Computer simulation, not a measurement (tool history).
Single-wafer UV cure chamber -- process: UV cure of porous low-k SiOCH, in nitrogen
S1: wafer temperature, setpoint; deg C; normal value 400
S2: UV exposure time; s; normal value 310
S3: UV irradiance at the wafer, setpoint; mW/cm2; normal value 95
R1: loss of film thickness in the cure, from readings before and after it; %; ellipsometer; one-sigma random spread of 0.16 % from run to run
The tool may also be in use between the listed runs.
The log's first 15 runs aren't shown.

run 16 day=29.65 | S1=400 S2=310 S3=95 | R1=13.494
-- day=30.192 quartz window cleaned, repeated, since the last time left the tool worse
run 17 day=31.562 | S1=407 S2=310 S3=95 | R1=14.882
run 18 day=34.517 | S1=407 S2=310 S3=95 | R1=15.082
run 19 day=36.604 | S1=394 S2=310 S3=95 | R1=14.237
run 20 day=37.862 | S1=400 S2=310 S3=95 | R1=14.568
run 21 day=40.554 | S1=400 S2=310 S3=95 | R1=14.508
run 22 day=42.367 | S1=400 S2=310 S3=95 | R1=14.552
run 23 day=43.5 | S1=400 S2=310 S3=95 | R1=14.362
-- day=45.788 quartz window cleaned
run 24 day=46.317 | S1=400 S2=310 S3=95 | R1=14.864
run 25 day=49.225 | S1=387 S2=310 S3=110 | R1=15.115
run 26 day=51.758 | S1=381 S2=445 S3=95 | R1=16.184
run 27 day=53.312 | S1=407 S2=195 S3=70 | R1=10.607
-- day=55.504 UV bulbs replaced
run 28 day=56.092 | S1=407 S2=430 S3=95 | R1=16.459
run 29 day=57.504 | S1=400 S2=180 S3=71 | R1=10.158
run 30 day=59.75 | S1=400 S2=310 S3=95 | R1=14.119
-- day=60.108 quartz window cleaned
run 31 day=62.175 | S1=400 S2=310 S3=95 | R1=15.098
run 32 day=64.025 | S1=400 S2=225 S3=134 | R1=14.649

Run 33 is up next; what results do you expect?
run 33 day=65.546 | S1=407 S2=310 S3=62 | R1=?

{"run 33": {"R1": 12.596}}
With no hidden state in the tool, this same run would have given R1 12.826 %.

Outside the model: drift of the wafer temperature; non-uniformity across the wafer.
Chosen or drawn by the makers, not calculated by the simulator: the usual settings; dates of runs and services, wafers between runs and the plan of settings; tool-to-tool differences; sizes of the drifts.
